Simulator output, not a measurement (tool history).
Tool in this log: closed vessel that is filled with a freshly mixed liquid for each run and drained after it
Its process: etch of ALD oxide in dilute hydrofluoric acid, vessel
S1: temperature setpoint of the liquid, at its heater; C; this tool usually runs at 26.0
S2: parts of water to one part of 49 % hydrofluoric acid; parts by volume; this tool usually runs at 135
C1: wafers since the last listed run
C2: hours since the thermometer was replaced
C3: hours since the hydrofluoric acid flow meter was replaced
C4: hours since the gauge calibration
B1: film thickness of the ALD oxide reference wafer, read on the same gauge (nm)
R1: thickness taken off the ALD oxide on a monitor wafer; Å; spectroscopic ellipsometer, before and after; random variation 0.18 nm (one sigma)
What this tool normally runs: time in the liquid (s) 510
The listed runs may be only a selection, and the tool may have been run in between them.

{"run": 1, "hour": 0.0, "S1": 26.0, "S2": 135, "time in the liquid (s)": 510, "C1": 0, "C2": 742.5, "C3": 1574.1, "C4": 1252.6, "B1": 40.0, "R1": 507.9}
{"run": 2, "hour": 43.4, "S1": 26.0, "S2": 135, "time in the liquid (s)": 510, "C1": 2114, "C2": 785.9, "C3": 1617.5, "C4": 1296.0, "B1": 40.02, "R1": 506.1}
{"run": 3, "hour": 69.1, "S1": 26.0, "S2": 135, "time in the liquid (s)": 510, "C1": 1252, "C2": 811.6, "C3": 1643.2, "C4": 1321.7, "B1": 40.01, "R1": 507.4}
{"run": 4, "hour": 96.2, "S1": 26.0, "S2": 135, "time in the liquid (s)": 510, "C1": 1320, "C2": 838.7, "C3": 1670.3, "C4": 1348.8, "B1": 40.0, "R1": 505.0}
{"run": 5, "hour": 301.6, "S1": 26.0, "S2": 135, "time in the liquid (s)": 510, "C1": 10006, "C2": 1044.1, "C3": 1875.7, "C4": 1554.2, "B1": 39.95, "R1": 507.0}
{"run": 6, "hour": 349.6, "S1": 26.0, "S2": 135, "time in the liquid (s)": 710, "C1": 2338, "C2": 1092.1, "C3": 1923.7, "C4": 1602.2, "B1": 40.03, "R1": 703.6}
{"run": 7, "hour": 528.2, "S1": 26.0, "S2": 135, "time in the liquid (s)": 710, "C1": 8700, "C2": 1270.7, "C3": 2102.3, "C4": 1780.8, "B1": 39.99, "R1": 697.2}
{"run": 8, "hour": 554.6, "S1": 26.0, "S2": 135, "time in the liquid (s)": 510, "C1": 1286, "C2": 1297.1, "C3": 2128.7, "C4": 1807.2, "B1": 39.98, "R1": 505.3}
{"run": 9, "hour": 588.4, "S1": 26.0, "S2": 135, "time in the liquid (s)": 510, "C1": 1646, "C2": 1330.9, "C3": 2162.5, "C4": 1841.0, "B1": 39.97, "R1": 503.3}
{"run": 10, "hour": 641.0, "S1": 26.0, "S2": 135, "time in the liquid (s)": 510, "C1": 2562, "C2": 1383.5, "C3": 2215.1, "C4": 1893.6, "B1": 40.01, "R1": 504.3}
{"run": 11, "hour": 685.7, "S1": 26.0, "S2": 135, "time in the liquid (s)": 510, "C1": 2177, "C2": 1428.2, "C3": 2259.8, "C4": 1938.3, "B1": 40.01, "R1": 500.1}
{"run": 12, "hour": 723.6, "S1": 26.0, "S2": 135, "time in the liquid (s)": 595, "C1": 1846, "C2": 1466.1, "C3": 2297.7, "C4": 1976.2, "B1": 40.0, "R1": 586.0}
{"run": 13, "hour": 768.5, "S1": 26.0, "S2": 135, "time in the liquid (s)": 595, "C1": 2187, "C2": 1511.0, "C3": 2342.6, "C4": 2021.1, "B1": 40.01, "R1": 583.5}
{"run": 14, "hour": 795.6, "S1": 26.0, "S2": 135, "time in the liquid (s)": 595, "C1": 1320, "C2": 1538.1, "C3": 2369.7, "C4": 2048.2, "B1": 40.02, "R1": 587.3}
{"run": 15, "hour": 835.3, "S1": 26.0, "S2": 105, "time in the liquid (s)": 815, "C1": 1934, "C2": 1577.8, "C3": 2409.4, "C4": 2087.9, "B1": 39.97, "R1": 1060.6}
{"run": 16, "hour": 871.5, "S1": 26.0, "S2": 135, "time in the liquid (s)": 595, "C1": 1763, "C2": 1614.0, "C3": 2445.6, "C4": 2124.1, "B1": 39.95, "R1": 584.8}
{"run": 17, "hour": 913.3, "S1": 26.0, "S2": 80, "time in the liquid (s)": 765, "C1": 2036, "C2": 1655.8, "C3": 2487.4, "C4": 2165.9, "B1": 39.99, "R1": 1353.6}
{"hour": 947.3, "done": "gauge calibrated"}
{"run": 18, "hour": 958.1, "S1": 26.0, "S2": 200, "time in the liquid (s)": 800, "C1": 2182, "C2": 1700.6, "C3": 2532.2, "C4": 10.8, "B1": 39.98, "R1": 489.8}
{"hour": 961.6, "done": "hydrofluoric acid flow meter replaced"}
{"run": 19, "hour": 986.4, "S1": 29.5, "S2": 205, "time in the liquid (s)": 725, "C1": 1329, "C2": 1728.9, "C3": 24.8, "C4": 39.1, "B1": 40.0, "R1": 489.7}
{"run": 20, "hour": 1047.0, "S1": 21.5, "S2": 170, "time in the liquid (s)": 590, "C1": 2952, "C2": 1789.5, "C3": 85.4, "C4": 99.7, "B1": 40.0, "R1": 369.0}
{"run": 21, "hour": 1111.3, "S1": 26.0, "S2": 110, "time in the liquid (s)": 510, "C1": 3132, "C2": 1853.8, "C3": 149.7, "C4": 164.0, "B1": 39.97, "R1": 629.9}
{"run": 22, "hour": 1170.8, "S1": 27.5, "S2": 135, "time in the liquid (s)": 790, "C1": 2898, "C2": 1913.3, "C3": 209.2, "C4": 223.5, "B1": 40.0, "R1": 809.9}
{"hour": 1237.5, "done": "thermometer replaced"}
{"run": 23, "hour": 1238.1, "S1": 26.0, "S2": 135, "time in the liquid (s)": 410, "C1": 3229, "C2": 0.6, "C3": 276.5, "C4": 290.8, "B1": 40.01, "R1": 413.0}
{"run": 24, "hour": 1306.8, "S1": 22.0, "S2": 70, "time in the liquid (s)": 275, "C1": 3346, "C2": 69.3, "C3": 345.2, "C4": 359.5, "B1": 39.98, "R1": 492.1}
{"run": 25, "hour": 1372.8, "S1": 26.0, "S2": 135, "time in the liquid (s)": 510, "C1": 3215, "C2": 135.3, "C3": 411.2, "C4": 425.5, "B1": 40.01, "R1": 508.3}
{"run": 26, "hour": 1440.7, "S1": 26.0, "S2": 135, "time in the liquid (s)": 510, "C1": 3307, "C2": 203.2, "C3": 479.1, "C4": 493.4, "B1": 39.98, "R1": 510.7}
{"run": 27, "hour": 1483.1, "S1": 29.5, "S2": 175, "time in the liquid (s)": 255, "C1": 2065, "C2": 245.6, "C3": 521.5, "C4": 535.8, "B1": 40.0, "R1": 213.5}
{"run": 28, "hour": 1514.5, "S1": 26.0, "S2": 135, "time in the liquid (s)": 510, "C1": 1529, "C2": 277.0, "C3": 552.9, "C4": 567.2, "B1": 39.99, "R1": 507.5}
{"run": 29, "hour": 1569.0, "S1": 26.0, "S2": 135, "time in the liquid (s)": 510, "C1": 2655, "C2": 331.5, "C3": 607.4, "C4": 621.7, "B1": 40.01, "R1": 506.8}
{"run": 30, "hour": 1599.4, "S1": 26.0, "S2": 135, "time in the liquid (s)": 510, "C1": 1480, "C2": 361.9, "C3": 637.8, "C4": 652.1, "B1": 39.98, "R1": 507.1}
{"run": 31, "hour": 1641.4, "S1": 28.5, "S2": 135, "time in the liquid (s)": 280, "C1": 2046, "C2": 403.9, "C3": 679.8, "C4": 694.1, "B1": 39.97, "R1": 308.1}
{"run": 32, "hour": 1694.0, "S1": 26.0, "S2": 135, "time in the liquid (s)": 510, "C1": 2562, "C2": 456.5, "C3": 732.4, "C4": 746.7, "B1": 40.03, "R1": 507.8}
{"run": 33, "hour": 1743.4, "S1": 26.0, "S2": 135, "time in the liquid (s)": 420, "C1": 2406, "C2": 505.9, "C3": 781.8, "C4": 796.1, "B1": 39.99, "R1": 419.6}
{"run": 34, "hour": 1802.6, "S1": 24.0, "S2": 135, "time in the liquid (s)": 390, "C1": 2884, "C2": 565.1, "C3": 841.0, "C4": 855.3, "B1": 40.02, "R1": 360.1}

For each run, what was the tool's unlogged condition?
hydrofluoric acid flow above the setpoint (%): 0 in every run
gauge reads high (%): 0 in every run
H1: liquid colder than its thermometer reads (K)
run=1 H1=0.307
run=2 H1=0.323
run=3 H1=0.332
run=4 H1=0.341
run=5 H1=0.414
run=6 H1=0.431
run=7 H1=0.494
run=8 H1=0.503
run=9 H1=0.515
run=10 H1=0.534
run=11 H1=0.549
run=12 H1=0.563
run=13 H1=0.579
run=14 H1=0.588
run=15 H1=0.602
run=16 H1=0.615
run=17 H1=0.63
run=18 H1=0.646
run=19 H1=0.656
run=20 H1=0.677
run=21 H1=0.7
run=22 H1=0.721
run=23 H1=0.0152
run=24 H1=0.0395
run=25 H1=0.0628
run=26 H1=0.0868
run=27 H1=0.102
run=28 H1=0.113
run=29 H1=0.132
run=30 H1=0.143
run=31 H1=0.158
run=32 H1=0.176
run=33 H1=0.194
run=34 H1=0.214
